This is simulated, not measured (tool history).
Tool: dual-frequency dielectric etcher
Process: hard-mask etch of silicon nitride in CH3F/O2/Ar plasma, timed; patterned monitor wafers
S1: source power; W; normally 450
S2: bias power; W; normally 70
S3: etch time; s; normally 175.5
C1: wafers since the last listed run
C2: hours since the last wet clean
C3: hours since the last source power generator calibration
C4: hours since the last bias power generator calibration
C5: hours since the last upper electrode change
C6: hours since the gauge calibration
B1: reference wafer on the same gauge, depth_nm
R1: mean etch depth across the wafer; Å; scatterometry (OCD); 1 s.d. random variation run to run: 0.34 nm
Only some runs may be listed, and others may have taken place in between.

Run 1, hour 0.0: usual settings; C1 0; C2 0.5; C3 1915.2; C4 3593.1; C5 4229.9; C6 1214.4; B1 110.6. Result: R1 1197 Å.
Run 2, hour 31.9: usual settings; C1 309; C2 32.4; C3 1947.1; C4 3625.0; C5 4261.8; C6 1246.3; B1 110.5. Result: R1 1204 Å.
Run 3, hour 97.8: usual settings; C1 639; C2 98.3; C3 2013.0; C4 3690.9; C5 4327.7; C6 1312.2; B1 110.5. Result: R1 1193 Å.
Run 4, hour 142.0: usual settings; C1 429; C2 142.5; C3 2057.2; C4 3735.1; C5 4371.9; C6 1356.4; B1 110.3. Result: R1 1200 Å.
Run 5, hour 170.4: usual settings but S1 370 W; C1 275; C2 170.9; C3 2085.6; C4 3763.5; C5 4400.3; C6 1384.8; B1 110.4. Result: R1 1122 Å.
Run 6, hour 229.2: usual settings but S1 370 W; C1 570; C2 229.7; C3 2144.4; C4 3822.3; C5 4459.1; C6 1443.6; B1 110.3. Result: R1 1119 Å.
Run 7, hour 280.2: usual settings but S1 390 W, S2 57 W; C1 495; C2 280.7; C3 2195.4; C4 3873.3; C5 4510.1; C6 1494.6; B1 110.3. Result: R1 1059 Å.
Run 8, hour 308.7: usual settings but S1 390 W, S2 57 W; C1 276; C2 309.2; C3 2223.9; C4 3901.8; C5 4538.6; C6 1523.1; B1 110.2. Result: R1 1058 Å.
Run 9, hour 384.3: usual settings but S1 390 W; C1 734; C2 384.8; C3 2299.5; C4 3977.4; C5 4614.2; C6 1598.7; B1 110.3. Result: R1 1134 Å.
Run 10, hour 446.3: usual settings but S1 390 W; C1 601; C2 446.8; C3 2361.5; C4 4039.4; C5 4676.2; C6 1660.7; B1 110.1. Result: R1 1143 Å.
At hour 495.2: bias power generator calibrated.
At hour 499.7: gauge calibrated.
At hour 503.5: wet clean of the chamber.
Run 11, hour 513.6: usual settings but S1 390 W; C1 534; C2 10.1; C3 2428.8; C4 18.4; C5 4743.5; C6 13.9; B1 111.9. Result: R1 1158 Å.
Run 12, hour 554.0: usual settings; C1 392; C2 50.5; C3 2469.2; C4 58.8; C5 4783.9; C6 54.3; B1 111.9. Result: R1 1219 Å.
Run 13, hour 624.9: usual settings; C1 688; C2 121.4; C3 2540.1; C4 129.7; C5 4854.8; C6 125.2; B1 111.7. Result: R1 1215 Å.
Run 14, hour 673.8: usual settings but S1 560 W, S2 60 W, S3 143.5 s; C1 474; C2 170.3; C3 2589.0; C4 178.6; C5 4903.7; C6 174.1; B1 111.9. Result: R1 1021 Å.
At hour 678.9: source power generator calibrated.
At hour 707.4: upper electrode replaced.
Run 15, hour 709.0: usual settings but S2 78 W; C1 69; C2 205.5; C3 30.1; C4 213.8; C5 1.6; C6 209.3; B1 111.7. Result: R1 1259 Å.
Run 16, hour 736.7: usual settings; C1 268; C2 233.2; C3 57.8; C4 241.5; C5 29.3; C6 237.0; B1 111.8. Result: R1 1210 Å.
Run 17, hour 803.4: usual settings; C1 647; C2 299.9; C3 124.5; C4 308.2; C5 96.0; C6 303.7; B1 111.7. Result: R1 1214 Å.
Run 18, hour 833.3: usual settings but S3 223.5 s; C1 290; C2 329.8; C3 154.4; C4 338.1; C5 125.9; C6 333.6; B1 111.6. Result: R1 1539 Å.
Run 19, hour 874.9: usual settings but S2 65 W, S3 221.0 s; C1 403; C2 371.4; C3 196.0; C4 379.7; C5 167.5; C6 375.2; B1 111.6. Result: R1 1483 Å.
Run 20, hour 899.0: usual settings but S1 350 W, S2 65 W, S3 221.0 s; C1 233; C2 395.5; C3 220.1; C4 403.8; C5 191.6; C6 399.3; B1 111.5. Result: R1 1365 Å.
Run 21, hour 949.6: usual settings but S1 380 W, S3 224.5 s; C1 491; C2 446.1; C3 270.7; C4 454.4; C5 242.2; C6 449.9; B1 111.4. Result: R1 1460 Å.
Run 22, hour 1017.9: usual settings; C1 663; C2 514.4; C3 339.0; C4 522.7; C5 310.5; C6 518.2; B1 111.5. Result: R1 1204 Å.
Run 23, hour 1059.8: usual settings but S1 520 W, S2 65 W, S3 150.5 s; C1 406; C2 556.3; C3 380.9; C4 564.6; C5 352.4; C6 560.1; B1 111.3. Result: R1 1061 Å.
At hour 1145.1: wet clean of the chamber.
Run 24, hour 1247.1: usual settings but S2 86 W, S3 153.0 s; C1 1585; C2 102.0; C3 568.2; C4 751.9; C5 539.7; C6 747.4; B1 111.2. Result: R1 1135 Å.
Run 25, hour 1302.4: usual settings but S2 76 W; C1 536; C2 157.3; C3 623.5; C4 807.2; C5 595.0; C6 802.7; B1 111.1. Result: R1 1242 Å.
Run 26, hour 1363.9: usual settings but S1 410 W, S2 83 W, S3 200.5 s; C1 597; C2 218.8; C3 685.0; C4 868.7; C5 656.5; C6 864.2; B1 111.0. Result: R1 1418 Å.
Run 27, hour 1402.0: usual settings but S2 82 W; C1 369; C2 256.9; C3 723.1; C4 906.8; C5 694.6; C6 902.3; B1 111.1. Result: R1 1275 Å.
Run 28, hour 1470.8: usual settings but S3 128.5 s; C1 667; C2 325.7; C3 791.9; C4 975.6; C5 763.4; C6 971.1; B1 110.9. Result: R1 885 Å.
Run 29, hour 1517.3: usual settings; C1 451; C2 372.2; C3 838.4; C4 1022.1; C5 809.9; C6 1017.6; B1 110.8. Result: R1 1203 Å.

State the hidden condition of the tool at each of the runs:
etch rate over this chamber's usual, %: 0 across all the runs
source power that arrives over what is set, %: 0 across all the runs
bias power that arrives over what is set, %: 0 across all the runs
H1: gauge reads high (%)
run       H1
  1    -1.26
  2    -1.29
  3    -1.36
  4     -1.4
  5    -1.43
  6    -1.49
  7    -1.54
  8    -1.57
  9    -1.65
 10    -1.71
 11  -0.0332
 12  -0.0741
 13   -0.146
 14   -0.196
 15   -0.231
 16   -0.259
 17   -0.327
 18   -0.357
 19   -0.399
 20   -0.424
 21   -0.475
 22   -0.544
 23   -0.587
 24   -0.777
 25   -0.833
 26   -0.895
 27   -0.934
 28       -1
 29    -1.05
